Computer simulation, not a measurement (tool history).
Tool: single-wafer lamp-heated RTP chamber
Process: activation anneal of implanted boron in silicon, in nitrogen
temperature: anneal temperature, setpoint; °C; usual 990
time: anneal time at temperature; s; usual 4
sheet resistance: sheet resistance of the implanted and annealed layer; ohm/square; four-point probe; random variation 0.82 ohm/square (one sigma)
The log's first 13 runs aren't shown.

run	hour	temperature	time	wafers since the last listed run	wafers since the last pyrometer calibration	wafers since the reflector plate was cleaned	hours since the gauge calibration	read-back reference wafer on the same gauge, sheet resistance	sheet resistance
14	350.8	990	3	407	1205	7753	299.5	210.24	191.64
15	366.5	990	3	190	1395	7943	315.2	210.09	192.26
16	383.6	990	4	206	1602	8150	332.3	209.89	191.20
17	412.5	975	4	349	1952	8500	361.2	209.91	202.91
18	429.8	990	3	209	2162	8709	378.5	210.13	189.66
19	447.4	1005	5	213	2375	8922	396.1	209.53	184.72
20	469.0	1011	3	261	2636	9184	417.7	210.27	183.62
21	499.7	990	4	371	3008	9555	448.4	209.82	190.36
# hour 524.4: reflector plate cleaned
# hour 565.0: pyrometer window cleaned and pyrometer calibrated
# hour 584.1: gauge calibrated
22	596.1	979	3	973	375	771	12.0	210.45	200.19
23	611.4	1005	3	185	561	956	27.3	210.07	186.03
24	637.2	978	3	312	873	1268	53.1	209.83	202.13
25	665.4	1009	4	341	1214	1609	81.3	209.91	185.11
26	677.5	1004	3	146	1361	1756	93.4	209.91	186.37
27	724.5	990	4	568	1930	2325	140.4	209.73	189.93
28	737.7	1008	4	159	2089	2485	153.6	210.47	183.90
29	772.6	1020	4	422	2512	2907	188.5	209.84	181.62

The next listed run, before its measurement:
30	797.3	1013	6	298	2811	3206	213.2	?	?

read-back reference wafer on the same gauge, sheet resistance: 209.74
sheet resistance: 182.21 ohm/square
Without the tool's hidden state the same run would have given sheet resistance 182.21 ohm/square.

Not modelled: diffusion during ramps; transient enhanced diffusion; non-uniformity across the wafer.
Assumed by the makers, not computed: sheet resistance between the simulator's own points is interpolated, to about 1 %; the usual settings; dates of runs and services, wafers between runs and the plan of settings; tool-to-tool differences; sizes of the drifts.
